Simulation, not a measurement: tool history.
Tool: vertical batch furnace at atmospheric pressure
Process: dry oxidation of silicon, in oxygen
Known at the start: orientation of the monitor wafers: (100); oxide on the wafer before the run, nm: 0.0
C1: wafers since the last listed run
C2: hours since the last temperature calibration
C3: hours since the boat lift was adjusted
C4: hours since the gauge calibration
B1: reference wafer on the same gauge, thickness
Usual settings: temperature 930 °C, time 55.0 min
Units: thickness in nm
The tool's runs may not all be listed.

{"run": 1, "hour": 0.0, "temperature": 946, "time": 49.5, "C1": 0, "C2": 3579.9, "C3": 2887.6, "C4": 341.7, "B1": 30.3, "thickness": 29.67}
{"run": 2, "hour": 25.2, "temperature": 946, "time": 49.5, "C1": 205, "C2": 3605.1, "C3": 2912.8, "C4": 366.9, "B1": 30.31, "thickness": 29.69}
{"run": 3, "hour": 232.2, "temperature": 946, "time": 49.5, "C1": 1688, "C2": 3812.1, "C3": 3119.8, "C4": 573.9, "B1": 30.29, "thickness": 29.43}
{"run": 4, "hour": 283.1, "temperature": 930, "time": 40.5, "C1": 415, "C2": 3863.0, "C3": 3170.7, "C4": 624.8, "B1": 30.31, "thickness": 21.93}
{"hour": 362.3, "done": "boat lift adjusted"}
{"hour": 429.7, "done": "thermocouples replaced and temperature profile calibrated"}
{"run": 5, "hour": 477.9, "temperature": 930, "time": 40.5, "C1": 1197, "C2": 48.2, "C3": 115.6, "C4": 819.6, "B1": 30.27, "thickness": 22.44}
{"run": 6, "hour": 512.8, "temperature": 930, "time": 55.0, "C1": 284, "C2": 83.1, "C3": 150.5, "C4": 854.5, "B1": 30.3, "thickness": 27.43}
{"run": 7, "hour": 572.2, "temperature": 930, "time": 55.0, "C1": 484, "C2": 142.5, "C3": 209.9, "C4": 913.9, "B1": 30.32, "thickness": 27.48}
{"run": 8, "hour": 643.0, "temperature": 930, "time": 55.0, "C1": 577, "C2": 213.3, "C3": 280.7, "C4": 984.7, "B1": 30.3, "thickness": 27.66}
{"hour": 677.9, "done": "thermocouples replaced and temperature profile calibrated, repeated, since the last time left the tool worse"}
{"run": 9, "hour": 711.0, "temperature": 930, "time": 55.0, "C1": 358, "C2": 33.1, "C3": 348.7, "C4": 1052.7, "B1": 30.3, "thickness": 25.91}
{"run": 10, "hour": 749.1, "temperature": 930, "time": 37.0, "C1": 310, "C2": 71.2, "C3": 386.8, "C4": 1090.8, "B1": 30.31, "thickness": 19.91}
{"run": 11, "hour": 774.3, "temperature": 953, "time": 55.0, "C1": 205, "C2": 96.4, "C3": 412.0, "C4": 1116.0, "B1": 30.28, "thickness": 33.06}
{"run": 12, "hour": 823.8, "temperature": 921, "time": 55.0, "C1": 403, "C2": 145.9, "C3": 461.5, "C4": 1165.5, "B1": 30.3, "thickness": 23.72}
{"run": 13, "hour": 865.1, "temperature": 940, "time": 55.0, "C1": 336, "C2": 187.2, "C3": 502.8, "C4": 1206.8, "B1": 30.31, "thickness": 28.62}
{"hour": 868.6, "done": "gauge calibrated"}
{"run": 14, "hour": 917.0, "temperature": 906, "time": 80.5, "C1": 423, "C2": 239.1, "C3": 554.7, "C4": 48.4, "B1": 30.3, "thickness": 26.5}
{"run": 15, "hour": 968.1, "temperature": 916, "time": 64.0, "C1": 416, "C2": 290.2, "C3": 605.8, "C4": 99.5, "B1": 30.28, "thickness": 25.07}
{"run": 16, "hour": 999.4, "temperature": 930, "time": 55.0, "C1": 255, "C2": 321.5, "C3": 637.1, "C4": 130.8, "B1": 30.3, "thickness": 26.02}
{"run": 17, "hour": 1066.3, "temperature": 948, "time": 55.0, "C1": 545, "C2": 388.4, "C3": 704.0, "C4": 197.7, "B1": 30.29, "thickness": 31.41}
{"run": 18, "hour": 1113.5, "temperature": 919, "time": 32.5, "C1": 385, "C2": 435.6, "C3": 751.2, "C4": 244.9, "B1": 30.32, "thickness": 16.43}

4 ways to go on from here, each from the tool as it stands after run 18. What would each give?
{"run": "A", "hour": 1118.8, "temperature": 930, "time": 55.0, "C1": 43, "C2": 440.9, "C3": 756.5, "C4": 250.2, "B1": "?", "thickness": "?"}
{"run": "B", "hour": 1118.8, "temperature": 955, "time": 55.0, "C1": 43, "C2": 440.9, "C3": 756.5, "C4": 250.2, "B1": "?", "thickness": "?"}
{"run": "C", "hour": 1118.8, "temperature": 949, "time": 31.5, "C1": 43, "C2": 440.9, "C3": 756.5, "C4": 250.2, "B1": "?", "thickness": "?"}
{"run": "D", "hour": 1118.8, "temperature": 952, "time": 81.5, "C1": 43, "C2": 440.9, "C3": 756.5, "C4": 250.2, "B1": "?", "thickness": "?"}

run=A B1=30.29 thickness=26.01
run=B B1=30.29 thickness=33.89
run=C B1=30.29 thickness=22.24
run=D B1=30.29 thickness=42.67
Without the tool's hidden state the same runs would have given:
run=A thickness=25.90
run=B thickness=33.74
run=C thickness=22.13
run=D thickness=42.48
